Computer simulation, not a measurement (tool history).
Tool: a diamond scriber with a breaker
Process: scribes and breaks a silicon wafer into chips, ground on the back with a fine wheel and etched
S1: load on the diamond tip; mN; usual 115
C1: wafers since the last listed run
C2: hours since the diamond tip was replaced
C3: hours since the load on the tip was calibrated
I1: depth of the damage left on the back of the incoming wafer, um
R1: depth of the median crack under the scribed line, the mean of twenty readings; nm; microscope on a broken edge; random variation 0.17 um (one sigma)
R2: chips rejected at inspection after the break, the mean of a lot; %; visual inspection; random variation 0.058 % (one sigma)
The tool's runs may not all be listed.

Run 1, hour 0: usual settings but S1 135 mN; C1 0; C2 287.4; C3 282.8; I1 0.58. Result: R1 10010 nm, R2 1.86 %.
Run 2, hour 83.1: usual settings; C1 310; C2 370.5; C3 365.9; I1 0.79. Result: R1 9230 nm, R2 3.77 %.
At hour 120.3: diamond tip replaced by a new one.
Run 3, hour 146.9: usual settings; C1 231; C2 26.6; C3 429.7; I1 0.32. Result: R1 10590 nm, R2 1.85 %.
Run 4, hour 203.1: usual settings; C1 210; C2 82.8; C3 485.9; I1 0.75. Result: R1 9860 nm, R2 2.02 %.
Run 5, hour 266.5: usual settings; C1 237; C2 146.2; C3 549.3; I1 0.58. Result: R1 9680 nm, R2 2.57 %.
Run 6, hour 307: usual settings; C1 151; C2 186.7; C3 589.8; I1 0.31. Result: R1 9490 nm, R2 2.75 %.
At hour 357.8: load on the tip recalibrated.
Run 7, hour 363.9: usual settings; C1 205; C2 243.6; C3 6.1; I1 0.4. Result: R1 9440 nm, R2 3.18 %.
Run 8, hour 426.8: usual settings; C1 235; C2 306.5; C3 69; I1 0.33. Result: R1 9280 nm, R2 3.33 %.
Run 9, hour 463.5: usual settings; C1 137; C2 343.2; C3 105.7; I1 0.73. Result: R1 9350 nm, R2 3.68 %.
Run 10, hour 507.2: usual settings but S1 142 mN; C1 163; C2 386.9; C3 149.4; I1 0.53. Result: R1 10610 nm, R2 1.75 %.
Run 11, hour 552: usual settings but S1 140 mN; C1 167; C2 431.7; C3 194.2; I1 0.78. Result: R1 10450 nm, R2 1.8 %.
Run 12, hour 577.7: usual settings but S1 93 mN; C1 96; C2 457.4; C3 219.9; I1 0.7. Result: R1 8300 nm, R2 8.87 %.
At hour 596.4: diamond tip replaced by a new one.
Run 13, hour 612.7: usual settings but S1 138 mN; C1 123; C2 16.3; C3 254.9; I1 0.56. Result: R1 11720 nm, R2 2.61 %.
Run 14, hour 647.6: usual settings but S1 140 mN; C1 130; C2 51.2; C3 289.8; I1 0.63. Result: R1 11470 nm, R2 2.22 %.
Run 15, hour 711.7: usual settings but S1 95 mN; C1 239; C2 115.3; C3 353.9; I1 0.45. Result: R1 8770 nm, R2 5 %.
Run 16, hour 860: usual settings but S1 146 mN; C1 554; C2 263.6; C3 502.2; I1 0.49. Result: R1 11070 nm, R2 1.88 %.
Run 17, hour 925.5: usual settings but S1 87 mN; C1 244; C2 329.1; C3 567.7; I1 0.51. Result: R1 8080 nm, R2 10.02 %.

Forecast each of these 5 alternatives for the next run:
Run A, hour 926: usual settings; C1 1; C2 329.6; C3 568.2; I1 0.74. Result: R1 ?, R2 ?.
Run B, hour 926: usual settings but S1 101 mN; C1 1; C2 329.6; C3 568.2; I1 0.74. Result: R1 ?, R2 ?.
Run C, hour 926: usual settings but S1 104 mN; C1 1; C2 329.6; C3 568.2; I1 0.74. Result: R1 ?, R2 ?.
Run D, hour 926: usual settings but S1 102 mN; C1 1; C2 329.6; C3 568.2; I1 0.74. Result: R1 ?, R2 ?.
Run E, hour 926: usual settings but S1 133 mN; C1 1; C2 329.6; C3 568.2; I1 0.74. Result: R1 ?, R2 ?.

run    R1    R2
  A  9060  3.63
  B  8410  6.21
  C  8550  5.54
  D  8460  5.98
  E  9860  2.04
Without the tool's hidden state the same runs would have given:
run     R1    R2
  A  10320  1.81
  B   9590   2.4
  C   9750  2.16
  D   9640  2.31
  E  11240  2.57
